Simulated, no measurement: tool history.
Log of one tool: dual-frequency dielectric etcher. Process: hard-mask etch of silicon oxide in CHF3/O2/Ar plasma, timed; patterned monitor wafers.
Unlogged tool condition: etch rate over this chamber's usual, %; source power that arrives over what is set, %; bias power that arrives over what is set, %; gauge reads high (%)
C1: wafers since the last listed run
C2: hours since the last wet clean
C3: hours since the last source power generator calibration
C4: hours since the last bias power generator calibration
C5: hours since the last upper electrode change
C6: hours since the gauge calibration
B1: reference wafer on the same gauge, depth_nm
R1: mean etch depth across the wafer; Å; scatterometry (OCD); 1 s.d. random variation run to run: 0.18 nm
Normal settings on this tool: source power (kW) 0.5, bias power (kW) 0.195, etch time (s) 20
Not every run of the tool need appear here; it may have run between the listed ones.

Run 1, hour 0: usual settings; C1 0; C2 163.3; C3 4448; C4 3195.2; C5 3427.7; C6 145.9; B1 33.55. Result: R1 383.2 Å.
Run 2, hour 16.8: usual settings; C1 268; C2 180.1; C3 4464.8; C4 3212; C5 3444.5; C6 162.7; B1 33.68. Result: R1 382.1 Å.
Run 3, hour 31.6: usual settings but bias power (kW) 0.229; C1 236; C2 194.9; C3 4479.6; C4 3226.8; C5 3459.3; C6 177.5; B1 33.61. Result: R1 413 Å.
Run 4, hour 40: usual settings but bias power (kW) 0.229; C1 134; C2 203.3; C3 4488; C4 3235.2; C5 3467.7; C6 185.9; B1 33.61. Result: R1 411.8 Å.
Run 5, hour 47.3: usual settings; C1 116; C2 210.6; C3 4495.3; C4 3242.5; C5 3475; C6 193.2; B1 33.57. Result: R1 379.8 Å.
Run 6, hour 57.3: usual settings; C1 159; C2 220.6; C3 4505.3; C4 3252.5; C5 3485; C6 203.2; B1 33.64. Result: R1 378.1 Å.
At hour 70.1: gauge calibrated.
At hour 72.6: bias power generator calibrated.
Run 7, hour 73.1: usual settings; C1 188; C2 236.4; C3 4521.1; C4 0.5; C5 3500.8; C6 3; B1 33.71. Result: R1 377.5 Å.
Run 8, hour 88.1: usual settings but bias power (kW) 0.222; C1 239; C2 251.4; C3 4536.1; C4 15.5; C5 3515.8; C6 18; B1 33.64. Result: R1 403.9 Å.
At hour 121.9: upper electrode replaced.
Run 9, hour 122.4: usual settings; C1 164; C2 285.7; C3 4570.4; C4 49.8; C5 0.5; C6 52.3; B1 33.64. Result: R1 377.4 Å.
Run 10, hour 122.7: usual settings; C1 4; C2 286; C3 4570.7; C4 50.1; C5 0.8; C6 52.6; B1 33.53. Result: R1 380.5 Å.
Run 11, hour 133.8: usual settings; C1 177; C2 297.1; C3 4581.8; C4 61.2; C5 11.9; C6 63.7; B1 33.61. Result: R1 376 Å.
Run 12, hour 149: usual settings but source power (kW) 0.46; C1 242; C2 312.3; C3 4597; C4 76.4; C5 27.1; C6 78.9; B1 33.66. Result: R1 366.8 Å.
At hour 160.2: source power generator calibrated.
Run 13, hour 165.6: usual settings; C1 201; C2 328.9; C3 5.4; C4 93; C5 43.7; C6 95.5; B1 33.65. Result: R1 378.9 Å.
Run 14, hour 173.1: usual settings but source power (kW) 0.61, etch time (s) 17; C1 119; C2 336.4; C3 12.9; C4 100.5; C5 51.2; C6 103; B1 33.61. Result: R1 344.6 Å.
At hour 201.3: wet clean of the chamber.
Run 15, hour 201.8: usual settings but source power (kW) 0.39, bias power (kW) 0.174, etch time (s) 14.5; C1 74; C2 0.5; C3 41.6; C4 129.2; C5 79.9; C6 131.7; B1 33.58. Result: R1 260.1 Å.
Run 16, hour 202.1: usual settings but source power (kW) 0.55, etch time (s) 16.5; C1 4; C2 0.8; C3 41.9; C4 129.5; C5 80.2; C6 132; B1 33.59. Result: R1 357 Å.
Run 17, hour 211.5: usual settings but source power (kW) 0.4, etch time (s) 17; C1 149; C2 10.2; C3 51.3; C4 138.9; C5 89.6; C6 141.4; B1 33.55. Result: R1 329.5 Å.
Run 18, hour 229.1: usual settings but source power (kW) 0.55, etch time (s) 16.5; C1 280; C2 27.8; C3 68.9; C4 156.5; C5 107.2; C6 159; B1 33.58. Result: R1 356.2 Å.
Run 19, hour 240.2: usual settings but source power (kW) 0.43, bias power (kW) 0.233, etch time (s) 22; C1 177; C2 38.9; C3 80; C4 167.6; C5 118.3; C6 170.1; B1 33.66. Result: R1 467.1 Å.
Run 20, hour 250.3: usual settings but source power (kW) 0.61, etch time (s) 17; C1 161; C2 49; C3 90.1; C4 177.7; C5 128.4; C6 180.2; B1 33.65. Result: R1 377.5 Å.
Run 21, hour 264.8: usual settings but source power (kW) 0.41, bias power (kW) 0.22, etch time (s) 22.5; C1 231; C2 63.5; C3 104.6; C4 192.2; C5 142.9; C6 194.7; B1 33.61. Result: R1 459.4 Å.
At hour 290.2: wet clean of the chamber, repeated, since the last time left the tool worse.
Run 22, hour 290.7: usual settings; C1 30; C2 0.5; C3 130.5; C4 218.1; C5 168.8; C6 220.6; B1 33.63. Result: R1 391.7 Å.
Run 23, hour 291: usual settings but source power (kW) 0.41, bias power (kW) 0.213, etch time (s) 17; C1 4; C2 0.8; C3 130.8; C4 218.4; C5 169.1; C6 220.9; B1 33.59. Result: R1 324.1 Å.

Expected results for the next run?
Run 24, hour 294.3: usual settings but source power (kW) 0.59, bias power (kW) 0.233, etch time (s) 24; C1 52; C2 4.1; C3 134.1; C4 221.7; C5 172.4; C6 224.2; B1 ?. Result: R1 ?.

{"run 24": {"B1": 33.64, "R1": 539}}
Without the tool's hidden state the same run would have given R1 538.1 Å.
